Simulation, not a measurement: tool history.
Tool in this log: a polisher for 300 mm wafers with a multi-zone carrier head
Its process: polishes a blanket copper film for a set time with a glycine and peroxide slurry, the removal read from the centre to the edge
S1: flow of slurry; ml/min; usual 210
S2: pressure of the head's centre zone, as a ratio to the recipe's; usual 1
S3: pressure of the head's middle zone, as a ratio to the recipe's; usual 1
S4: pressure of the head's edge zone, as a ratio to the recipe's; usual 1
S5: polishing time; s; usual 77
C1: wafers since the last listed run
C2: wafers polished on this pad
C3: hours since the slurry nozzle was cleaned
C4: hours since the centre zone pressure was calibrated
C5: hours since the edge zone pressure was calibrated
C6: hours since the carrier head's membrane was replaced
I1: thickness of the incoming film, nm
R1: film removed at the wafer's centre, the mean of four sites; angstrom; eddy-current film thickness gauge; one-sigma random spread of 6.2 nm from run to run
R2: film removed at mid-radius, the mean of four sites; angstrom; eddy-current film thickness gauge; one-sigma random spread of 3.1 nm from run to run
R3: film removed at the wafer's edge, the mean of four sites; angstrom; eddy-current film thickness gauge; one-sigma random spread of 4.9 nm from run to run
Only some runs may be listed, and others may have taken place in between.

| run | hour | S1 | S2 | S3 | S4 | S5 | C1 | C2 | C3 | C4 | C5 | C6 | I1 | R1 | R2 | R3 |
|---|---|---|---|---|---|---|---|---|---|---|---|---|---|---|---|---|
| 1 | 0 | 210 | 1 | 1 | 1 | 77 | 0 | 1437 | 114.4 | 240.7 | 3.6 | 735.8 | 1221.5 | 4302 | 3977 | 4046 |
|  | 39.3 | worn pad replaced by a new one |
| 2 | 88.8 | 210 | 1 | 1 | 1 | 77 | 697 | 407 | 203.2 | 329.5 | 92.4 | 824.6 | 1218.5 | 4597 | 4129 | 4046 |
| 3 | 179.6 | 210 | 1 | 1 | 1 | 67 | 747 | 1154 | 294 | 420.3 | 183.2 | 915.4 | 1228.9 | 3904 | 3437 | 3534 |
| 4 | 239.1 | 210 | 1 | 1 | 1 | 67 | 489 | 1644 | 353.5 | 479.8 | 242.7 | 974.9 | 1253.5 | 3735 | 3371 | 3352 |
|  | 280.5 | worn pad replaced by a new one |
|  | 328.9 | slurry nozzle cleaned |
|  | 415.4 | carrier head's membrane replaced by a new one |
|  | 454.8 | centre zone pressure recalibrated |
|  | 514.3 | edge zone pressure recalibrated |
|  | 517 | worn pad replaced by a new one |
| 5 | 517.5 | 210 | 1 | 1 | 1 | 77 | 2153 | 4 | 188.6 | 62.7 | 3.2 | 102.1 | 1221.9 | 4506 | 4252 | 4244 |
| 6 | 565.3 | 210 | 1 | 0.94 | 1 | 77 | 393 | 397 | 236.4 | 110.5 | 51 | 149.9 | 1228.7 | 4500 | 3938 | 4094 |
| 7 | 647.8 | 210 | 1 | 0.94 | 1 | 77 | 678 | 1076 | 318.9 | 193 | 133.5 | 232.4 | 1250.4 | 4423 | 3802 | 4056 |
| 8 | 707.2 | 210 | 1.04 | 1 | 0.94 | 77 | 488 | 1565 | 378.3 | 252.4 | 192.9 | 291.8 | 1259 | 4408 | 3975 | 3825 |
|  | 723.5 | worn pad replaced by a new one |
| 9 | 774.1 | 210 | 1 | 1 | 1 | 77 | 517 | 416 | 445.2 | 319.3 | 259.8 | 358.7 | 1248.7 | 4774 | 4223 | 4177 |
|  | 805.6 | slurry nozzle cleaned |
| 10 | 835.1 | 210 | 1 | 1.09 | 1 | 77 | 493 | 910 | 29.5 | 380.3 | 320.8 | 419.7 | 1242.9 | 4642 | 4368 | 4069 |
|  | 927 | worn pad replaced by a new one |
| 11 | 938.8 | 210 | 1 | 1 | 1 | 100 | 820 | 97 | 133.2 | 484 | 424.5 | 523.4 | 1233.8 | 5918 | 5391 | 5449 |
|  | 946.1 | edge zone pressure recalibrated |
| 12 | 984.1 | 280 | 1 | 1 | 1 | 77 | 356 | 453 | 178.5 | 529.3 | 38 | 568.7 | 1245.3 | 4854 | 4270 | 4196 |
| 13 | 1041 | 210 | 1 | 1.06 | 1 | 77 | 468 | 921 | 235.4 | 586.2 | 94.9 | 625.6 | 1222.3 | 4526 | 4200 | 3973 |
| 14 | 1133.6 | 210 | 1 | 1 | 1 | 77 | 761 | 1683 | 328 | 678.8 | 187.5 | 718.2 | 1244.2 | 4378 | 3854 | 3805 |

Each row is a separate what-if for the run after 14, all from the same tool condition, not one after another. Results?
| A | 1134 | 240 | 1 | 1 | 1 | 77 | 3 | 1686 | 328.4 | 679.2 | 187.9 | 718.6 | 1237.8 | ? | ? | ? |
| B | 1134 | 250 | 1.05 | 1 | 0.94 | 89 | 3 | 1686 | 328.4 | 679.2 | 187.9 | 718.6 | 1237.8 | ? | ? | ? |
| C | 1134 | 275 | 1.08 | 0.9 | 1.11 | 77 | 3 | 1686 | 328.4 | 679.2 | 187.9 | 718.6 | 1237.8 | ? | ? | ? |

| run | R1 | R2 | R3 |
|---|---|---|---|
| A | 4405 | 3896 | 3879 |
| B | 5309 | 4526 | 4371 |
| C | 4746 | 3624 | 4139 |
What these runs would have given with no unlogged condition in the tool:
| run | R1 | R2 | R3 |
|---|---|---|---|
| A | 4548 | 4384 | 4363 |
| B | 5482 | 5093 | 4917 |
| C | 4902 | 4078 | 4656 |
